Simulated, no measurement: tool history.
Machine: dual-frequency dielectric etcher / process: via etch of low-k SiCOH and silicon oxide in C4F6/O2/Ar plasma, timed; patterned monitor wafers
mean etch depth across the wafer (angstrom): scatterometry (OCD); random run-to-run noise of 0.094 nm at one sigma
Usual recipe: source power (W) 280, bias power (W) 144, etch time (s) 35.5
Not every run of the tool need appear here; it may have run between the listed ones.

run,hour,source power (W),bias power (W),etch time (s),wafers since the last listed run,hours since the last wet clean,hours since the last source power generator calibration,hours since the last bias power generator calibration,hours since the last upper electrode change,hours since the gauge calibration,"read-back reference wafer on the same gauge, depth_nm",mean etch depth across the wafer (angstrom)
1,0,280,144,35.5,0,230,2893.7,3688.9,2130.4,348,60.3,623
2,37.5,280,144,35.5,634,267.5,2931.2,3726.4,2167.9,385.5,60.3,622
3,137.7,280,144,35.5,1695,367.7,3031.4,3826.6,2268.1,485.7,60.3,621
4,231.6,280,144,35.5,1588,461.6,3125.3,3920.5,2362,579.6,60.3,620
# hour 266.9: upper electrode replaced
# hour 292.1: wet clean of the chamber
5,292.6,280,144,35.5,219,0.5,3186.3,3981.5,25.7,640.6,60.3,624
6,370.9,280,144,35.5,1324,78.8,3264.6,4059.8,104,718.9,60.3,624
7,413.9,280,144,35.5,727,121.8,3307.6,4102.8,147,761.9,60.3,623
# hour 442.7: gauge calibrated
# hour 446.7: bias power generator calibrated
# hour 514.1: source power generator calibrated
8,520.6,300,134,42.5,1670,228.5,6.5,73.9,253.7,77.9,60.3,745
9,603.8,220,153,39,1407,311.7,89.7,157.1,336.9,161.1,60.3,650

Run 10 comes next. What will it give?
10,669.6,240,162,42.5,1113,377.5,155.5,222.9,402.7,226.9,?,?

read-back reference wafer on the same gauge, depth_nm: 60.3
mean etch depth across the wafer (angstrom): 737
Were there no unlogged condition in the tool, this run, its random variation unchanged, would have produced mean etch depth across the wafer (angstrom) 741.
